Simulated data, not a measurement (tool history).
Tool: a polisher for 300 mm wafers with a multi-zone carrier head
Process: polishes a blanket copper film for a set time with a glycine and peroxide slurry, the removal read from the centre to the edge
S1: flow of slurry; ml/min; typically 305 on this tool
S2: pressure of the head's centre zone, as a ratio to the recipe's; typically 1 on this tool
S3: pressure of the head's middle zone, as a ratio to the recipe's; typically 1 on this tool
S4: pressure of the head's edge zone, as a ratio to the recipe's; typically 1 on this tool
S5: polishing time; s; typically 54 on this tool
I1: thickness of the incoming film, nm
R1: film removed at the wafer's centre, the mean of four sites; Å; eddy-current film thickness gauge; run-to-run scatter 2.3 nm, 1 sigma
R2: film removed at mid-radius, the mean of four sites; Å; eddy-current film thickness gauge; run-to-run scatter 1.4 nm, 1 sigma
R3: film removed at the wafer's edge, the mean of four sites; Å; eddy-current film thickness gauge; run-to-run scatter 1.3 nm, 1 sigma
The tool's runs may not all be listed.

Run 1, day 0: usual settings; I1 2113.7. Result: R1 1958 Å, R2 1924 Å, R3 1976 Å.
Run 2, day 0.588: usual settings; I1 2150.3. Result: R1 1920 Å, R2 1890 Å, R3 1982 Å.
Run 3, day 0.838: usual settings; I1 2124.3. Result: R1 1912 Å, R2 1923 Å, R3 1970 Å.
Run 4, day 1.179: usual settings; I1 2144.2. Result: R1 1912 Å, R2 1892 Å, R3 1948 Å.
Run 5, day 2.421: usual settings; I1 2129. Result: R1 1877 Å, R2 1865 Å, R3 1923 Å.
At day 3.25: worn pad replaced by a new one.
Run 6, day 4.488: usual settings but S2 1.1, S3 0.89; I1 2131.7. Result: R1 2080 Å, R2 1668 Å, R3 1936 Å.
At day 5.104: centre zone pressure recalibrated.
Run 7, day 5.167: usual settings but S2 0.94, S3 0.9; I1 2137.7. Result: R1 1738 Å, R2 1686 Å, R3 1925 Å.
Run 8, day 5.454: usual settings but S3 1.12, S5 48 s; I1 2154. Result: R1 1625 Å, R2 1747 Å, R3 1687 Å.
At day 5.712: edge zone pressure recalibrated.
Run 9, day 5.975: usual settings but S2 0.94, S3 0.9; I1 2149. Result: R1 1713 Å, R2 1638 Å, R3 1874 Å.
At day 6.462: slurry nozzle cleaned.
Run 10, day 6.475: usual settings; I1 2108.3. Result: R1 2013 Å, R2 1971 Å, R3 2003 Å.
Run 11, day 6.758: usual settings but S2 0.91, S4 0.91; I1 2116.2. Result: R1 1816 Å, R2 1978 Å, R3 1966 Å.
At day 7.121: worn pad replaced by a new one.
Run 12, day 7.471: usual settings but S1 370 ml/min; I1 2133.3. Result: R1 2166 Å, R2 2062 Å, R3 2113 Å.
Run 13, day 9.017: usual settings but S1 235 ml/min, S4 0.9, S5 59 s; I1 2116.2. Result: R1 2164 Å, R2 2075 Å, R3 2081 Å.
Run 14, day 9.667: usual settings but S1 230 ml/min, S2 0.88, S4 0.9; I1 2164. Result: R1 1715 Å, R2 1890 Å, R3 1901 Å.
At day 10.017: carrier head's membrane replaced by a new one.
Run 15, day 10.075: usual settings but S3 1.12, S5 41 s; I1 2148.6. Result: R1 1527 Å, R2 1641 Å, R3 1538 Å.
Run 16, day 10.404: usual settings but S3 1.04, S4 0.9, S5 60 s; I1 2128.4. Result: R1 2173 Å, R2 2227 Å, R3 2141 Å.
Run 17, day 10.8: usual settings but S2 0.92, S3 1.09, S4 0.97; I1 2119.9. Result: R1 1841 Å, R2 2104 Å, R3 1991 Å.
At day 11.279: worn pad replaced by a new one.
Run 18, day 11.3: usual settings; I1 2089.7. Result: R1 2070 Å, R2 2037 Å, R3 2089 Å.
Run 19, day 11.692: usual settings; I1 2150.6. Result: R1 2054 Å, R2 2010 Å, R3 2074 Å.
Run 20, day 12.354: usual settings but S2 0.91, S4 0.91; I1 2137.1. Result: R1 1844 Å, R2 2000 Å, R3 1979 Å.
Run 21, day 14.438: usual settings but S1 230 ml/min, S2 0.88, S4 0.9; I1 2160.7. Result: R1 1684 Å, R2 1879 Å, R3 1890 Å.
At day 14.925: worn pad replaced by a new one.
Run 22, day 14.946: usual settings; I1 2105.5. Result: R1 2081 Å, R2 2066 Å, R3 2077 Å.

Here are 4 independent what-if runs from the current tool condition. What would each one return?
Run A, day 14.962: usual settings; I1 2142.9. Result: R1 ?, R2 ?, R3 ?.
Run B, day 14.962: usual settings but S1 200 ml/min, S2 0.97, S3 0.94, S4 1.09; I1 2142.9. Result: R1 ?, R2 ?, R3 ?.
Run C, day 14.962: usual settings but S1 345 ml/min, S2 1.07, S5 40 s; I1 2142.9. Result: R1 ?, R2 ?, R3 ?.
Run D, day 14.962: usual settings but S2 1.08; I1 2142.9. Result: R1 ?, R2 ?, R3 ?.

run    R1    R2    R3
  A  2036  2044  2058
  B  1838  1821  2014
  C  1638  1534  1540
  D  2200  2044  2058
With the hidden condition removed and each run's random variation left untouched, the same runs would have given:
run    R1    R2    R3
  A  2069  2076  2085
  B  1881  1860  2049
  C  1663  1556  1559
  D  2236  2075  2085
